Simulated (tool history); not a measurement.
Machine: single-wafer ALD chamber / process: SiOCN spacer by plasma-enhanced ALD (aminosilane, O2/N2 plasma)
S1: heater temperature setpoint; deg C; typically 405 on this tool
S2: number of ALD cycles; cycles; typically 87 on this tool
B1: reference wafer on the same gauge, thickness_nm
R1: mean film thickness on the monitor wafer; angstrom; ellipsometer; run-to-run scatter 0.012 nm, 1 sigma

run 1 hour=0 | S1=405 S2=87 | B1=5.572 | R1=58.99
run 2 hour=29.1 | S1=405 S2=95 | B1=5.573 | R1=64.37
run 3 hour=42.2 | S1=405 S2=99 | B1=5.569 | R1=67.16
run 4 hour=51.8 | S1=405 S2=99 | B1=5.569 | R1=67.28
run 5 hour=67.4 | S1=405 S2=99 | B1=5.572 | R1=67.22
run 6 hour=77.4 | S1=395 S2=81 | B1=5.569 | R1=55.62
run 7 hour=84.6 | S1=395 S2=81 | B1=5.573 | R1=55.69
run 8 hour=100 | S1=405 S2=87 | B1=5.571 | R1=58.83
run 9 hour=108.6 | S1=405 S2=87 | B1=5.569 | R1=59.23
run 10 hour=123 | S1=405 S2=87 | B1=5.567 | R1=59.18
run 11 hour=136.9 | S1=405 S2=87 | B1=5.568 | R1=59.05
run 12 hour=144.4 | S1=405 S2=87 | B1=5.571 | R1=59.27
run 13 hour=155.7 | S1=405 S2=87 | B1=5.573 | R1=59.17
run 14 hour=168.5 | S1=405 S2=78 | B1=5.568 | R1=52.86
run 15 hour=182.8 | S1=395 S2=87 | B1=5.567 | R1=59.85
run 16 hour=198.5 | S1=402 S2=93 | B1=5.571 | R1=63.68
run 17 hour=206.2 | S1=405 S2=87 | B1=5.568 | R1=59.08
run 18 hour=218.1 | S1=405 S2=87 | B1=5.566 | R1=59.19
run 19 hour=233.1 | S1=393 S2=87 | B1=5.568 | R1=60.04
run 20 hour=252.4 | S1=405 S2=87 | B1=5.571 | R1=59.07
run 21 hour=261.9 | S1=405 S2=87 | B1=5.568 | R1=59.07
run 22 hour=277.9 | S1=396 S2=102 | B1=5.571 | R1=70.32
run 23 hour=288.8 | S1=400 S2=71 | B1=5.57 | R1=48.93
run 24 hour=306.4 | S1=415 S2=83 | B1=5.57 | R1=54.93
run 25 hour=315.2 | S1=400 S2=70 | B1=5.569 | R1=48.24
run 26 hour=328.8 | S1=400 S2=87 | B1=5.566 | R1=59.78
run 27 hour=342.2 | S1=405 S2=87 | B1=5.574 | R1=59.06
run 28 hour=354.3 | S1=411 S2=102 | B1=5.57 | R1=68.19
run 29 hour=366.4 | S1=412 S2=97 | B1=5.572 | R1=64.8
run 30 hour=376 | S1=405 S2=87 | B1=5.571 | R1=59.13
run 31 hour=382.5 | S1=417 S2=99 | B1=5.57 | R1=64.96
run 32 hour=393 | S1=411 S2=72 | B1=5.567 | R1=48.22
run 33 hour=399.7 | S1=393 S2=93 | B1=5.568 | R1=64.22
run 34 hour=410 | S1=398 S2=82 | B1=5.569 | R1=56.63
run 35 hour=419.1 | S1=395 S2=87 | B1=5.573 | R1=59.77
run 36 hour=437.1 | S1=393 S2=97 | B1=5.569 | R1=66.71
run 37 hour=451.3 | S1=392 S2=102 | B1=5.571 | R1=70.21

Not shown: 2 entries that the log had between the listed runs. Between which runs, and how does the tool's hidden state differ before and after?
Logged between run 18 and run 19: gauge calibrated (hour 221)
  no difference in the tool's unlogged condition between these two runs
Logged between run 19 and run 20: thermocouple changed; heater temperature recalibrated (hour 251.9)
  no difference in the tool's unlogged condition between these two runs
